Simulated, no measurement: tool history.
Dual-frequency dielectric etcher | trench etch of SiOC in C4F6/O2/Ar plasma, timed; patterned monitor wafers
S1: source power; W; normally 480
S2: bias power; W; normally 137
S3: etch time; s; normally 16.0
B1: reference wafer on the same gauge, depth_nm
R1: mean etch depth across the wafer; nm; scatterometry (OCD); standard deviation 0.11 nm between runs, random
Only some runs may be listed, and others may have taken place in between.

run,day,S1,S2,S3,B1,R1
1,0.000,480,137,17.5,31.63,37.91
2,0.875,480,118,13.5,31.59,27.97
3,2.246,520,137,14.5,31.60,32.35
4,3.071,520,137,14.5,31.67,32.54
5,3.988,520,137,14.5,31.63,32.39
6,5.225,480,137,14.0,31.67,30.20
7,6.112,480,137,16.0,31.56,34.50
8,7.450,480,115,16.0,31.60,32.73
9,8.067,480,115,16.0,31.61,32.87
10,11.904,480,137,16.0,31.60,34.35
11,12.429,550,112,13.5,31.62,29.32
12,13.217,530,167,18.0,31.56,43.14
13,14.133,480,137,19.0,31.55,41.21
14,15.296,550,112,13.5,31.61,29.27
15,16.704,480,137,16.0,31.62,34.72
16,17.404,440,137,16.0,31.59,33.06
17,18.438,600,120,14.0,31.61,32.13
18,19.321,390,124,20.0,31.64,38.16

Taken out of this log: 5 entries between the listed runs. Where each belongs, and how the hidden state differs across it:
Runs 9 to 10: wet clean of the chamber (day 9.388); bias power generator calibrated (day 10.025); upper electrode replaced (day 11.146)
  no hidden state differs between the two runs
Runs 10 to 11: gauge calibrated (day 12.012)
  no hidden state differs between the two runs
Runs 12 to 13: source power generator calibrated (day 13.638)
  no hidden state differs between the two runs

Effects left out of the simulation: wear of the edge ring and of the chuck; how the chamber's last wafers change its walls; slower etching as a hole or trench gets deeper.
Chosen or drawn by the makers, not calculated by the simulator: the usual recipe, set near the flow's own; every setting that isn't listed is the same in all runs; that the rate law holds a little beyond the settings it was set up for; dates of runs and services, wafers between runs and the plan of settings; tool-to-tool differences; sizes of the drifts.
